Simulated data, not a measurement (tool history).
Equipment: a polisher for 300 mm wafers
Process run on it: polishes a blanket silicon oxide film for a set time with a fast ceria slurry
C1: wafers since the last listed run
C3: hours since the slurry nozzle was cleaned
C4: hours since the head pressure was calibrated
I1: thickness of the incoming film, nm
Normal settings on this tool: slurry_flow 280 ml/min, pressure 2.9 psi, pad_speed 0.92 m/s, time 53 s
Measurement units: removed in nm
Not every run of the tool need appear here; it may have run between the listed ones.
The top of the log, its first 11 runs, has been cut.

run 12 hour=276.4 | slurry_flow=280 pressure=2.9 pad_speed=0.92 time=53 | C1=201 wafers_polished_on_this_pad=213 C3=159.3 C4=104.3 | I1=2267.0 | removed=753.3
run 13 hour=307.0 | slurry_flow=280 pressure=2.9 pad_speed=0.92 time=53 | C1=366 wafers_polished_on_this_pad=580 C3=189.9 C4=134.9 | I1=2253.3 | removed=751.9
run 14 hour=325.5 | slurry_flow=280 pressure=2.9 pad_speed=0.92 time=39 | C1=221 wafers_polished_on_this_pad=801 C3=208.4 C4=153.4 | I1=2323.0 | removed=530.1
run 15 hour=337.9 | slurry_flow=245 pressure=3.3 pad_speed=0.78 time=38 | C1=148 wafers_polished_on_this_pad=950 C3=220.8 C4=165.8 | I1=2295.0 | removed=515.7
run 16 hour=361.1 | slurry_flow=330 pressure=2.0 pad_speed=0.92 time=53 | C1=278 wafers_polished_on_this_pad=1228 C3=244.0 C4=189.0 | I1=2340.1 | removed=525.1
run 17 hour=374.5 | slurry_flow=340 pressure=3.4 pad_speed=0.92 time=53 | C1=160 wafers_polished_on_this_pad=1389 C3=257.4 C4=202.4 | I1=2275.0 | removed=892.0
run 18 hour=388.0 | slurry_flow=280 pressure=2.9 pad_speed=1.12 time=53 | C1=161 wafers_polished_on_this_pad=1550 C3=270.9 C4=215.9 | I1=2272.0 | removed=878.4
run 19 hour=417.6 | slurry_flow=210 pressure=3.5 pad_speed=0.92 time=64 | C1=354 wafers_polished_on_this_pad=1905 C3=300.5 C4=245.5 | I1=2340.6 | removed=1041.9
-- hour=437.3 slurry nozzle cleaned
run 20 hour=441.8 | slurry_flow=225 pressure=2.9 pad_speed=1.20 time=53 | C1=278 wafers_polished_on_this_pad=2183 C3=4.5 C4=269.7 | I1=2308.2 | removed=985.3
run 21 hour=475.6 | slurry_flow=280 pressure=2.9 pad_speed=0.92 time=53 | C1=405 wafers_polished_on_this_pad=2588 C3=38.3 C4=303.5 | I1=2311.8 | removed=770.0
-- hour=507.0 worn pad replaced by a new one
run 22 hour=552.9 | slurry_flow=280 pressure=2.9 pad_speed=0.92 time=53 | C1=878 wafers_polished_on_this_pad=549 C3=115.6 C4=380.8 | I1=2269.9 | removed=742.8
run 23 hour=568.3 | slurry_flow=280 pressure=2.9 pad_speed=0.92 time=53 | C1=184 wafers_polished_on_this_pad=734 C3=131.0 C4=396.2 | I1=2322.8 | removed=768.2
run 24 hour=595.2 | slurry_flow=365 pressure=2.3 pad_speed=0.66 time=42 | C1=322 wafers_polished_on_this_pad=1056 C3=157.9 C4=423.1 | I1=2311.9 | removed=359.3
run 25 hour=622.3 | slurry_flow=280 pressure=2.9 pad_speed=0.92 time=53 | C1=324 wafers_polished_on_this_pad=1381 C3=185.0 C4=450.2 | I1=2284.4 | removed=755.8
run 26 hour=647.2 | slurry_flow=280 pressure=2.9 pad_speed=1.10 time=53 | C1=298 wafers_polished_on_this_pad=1679 C3=209.9 C4=475.1 | I1=2316.2 | removed=860.8
run 27 hour=680.9 | slurry_flow=215 pressure=2.9 pad_speed=0.92 time=53 | C1=403 wafers_polished_on_this_pad=2083 C3=243.6 C4=508.8 | I1=2305.7 | removed=731.0
run 28 hour=701.4 | slurry_flow=190 pressure=2.9 pad_speed=0.92 time=60 | C1=245 wafers_polished_on_this_pad=2329 C3=264.1 C4=529.3 | I1=2281.6 | removed=799.0
-- hour=723.5 head pressure recalibrated
-- hour=734.4 worn pad replaced by a new one
run 29 hour=736.9 | slurry_flow=280 pressure=2.9 pad_speed=1.22 time=53 | C1=353 wafers_polished_on_this_pad=29 C3=299.6 C4=13.4 | I1=2299.4 | removed=945.5
run 30 hour=768.2 | slurry_flow=280 pressure=2.9 pad_speed=0.68 time=53 | C1=375 wafers_polished_on_this_pad=404 C3=330.9 C4=44.7 | I1=2285.0 | removed=558.4
-- hour=783.2 slurry nozzle cleaned
run 31 hour=783.7 | slurry_flow=280 pressure=3.8 pad_speed=0.80 time=67 | C1=173 wafers_polished_on_this_pad=578 C3=0.5 C4=60.2 | I1=2322.2 | removed=1175.3
run 32 hour=869.4 | slurry_flow=235 pressure=2.3 pad_speed=0.80 time=37 | C1=1026 wafers_polished_on_this_pad=1605 C3=86.2 C4=145.9 | I1=2282.3 | removed=361.2
run 33 hour=895.4 | slurry_flow=280 pressure=2.9 pad_speed=0.92 time=53 | C1=311 wafers_polished_on_this_pad=1917 C3=112.2 C4=171.9 | I1=2282.5 | removed=754.0
run 34 hour=914.1 | slurry_flow=280 pressure=2.9 pad_speed=0.92 time=53 | C1=224 wafers_polished_on_this_pad=2141 C3=130.9 C4=190.6 | I1=2330.8 | removed=746.2
run 35 hour=965.2 | slurry_flow=335 pressure=2.5 pad_speed=1.02 time=38 | C1=612 wafers_polished_on_this_pad=2753 C3=182.0 C4=241.7 | I1=2300.4 | removed=524.8
run 36 hour=985.7 | slurry_flow=215 pressure=2.9 pad_speed=0.92 time=53 | C1=245 wafers_polished_on_this_pad=2999 C3=202.5 C4=262.2 | I1=2304.2 | removed=723.5

5 ways to go on from here, each from the tool as it stands after run 36. What would each give?
run A hour=986.1 | slurry_flow=280 pressure=2.9 pad_speed=0.92 time=53 | C1=4 wafers_polished_on_this_pad=3004 C3=202.9 C4=262.6 | I1=2335.5 | removed=?
run B hour=986.1 | slurry_flow=280 pressure=2.9 pad_speed=0.92 time=65 | C1=4 wafers_polished_on_this_pad=3004 C3=202.9 C4=262.6 | I1=2335.5 | removed=?
run C hour=986.1 | slurry_flow=350 pressure=3.4 pad_speed=0.92 time=53 | C1=4 wafers_polished_on_this_pad=3004 C3=202.9 C4=262.6 | I1=2335.5 | removed=?
run D hour=986.1 | slurry_flow=280 pressure=2.9 pad_speed=1.22 time=45 | C1=4 wafers_polished_on_this_pad=3004 C3=202.9 C4=262.6 | I1=2335.5 | removed=?
run E hour=986.1 | slurry_flow=280 pressure=2.9 pad_speed=1.08 time=63 | C1=4 wafers_polished_on_this_pad=3004 C3=202.9 C4=262.6 | I1=2335.5 | removed=?

run=A removed=733.2
run=B removed=899.2
run=C removed=879.1
run=D removed=807.2
run=E removed=1009.4
Had the tool no hidden state, the same runs would have come out as:
run=A removed=762.7
run=B removed=935.4
run=C removed=908.7
run=D removed=839.7
run=E removed=1050.1

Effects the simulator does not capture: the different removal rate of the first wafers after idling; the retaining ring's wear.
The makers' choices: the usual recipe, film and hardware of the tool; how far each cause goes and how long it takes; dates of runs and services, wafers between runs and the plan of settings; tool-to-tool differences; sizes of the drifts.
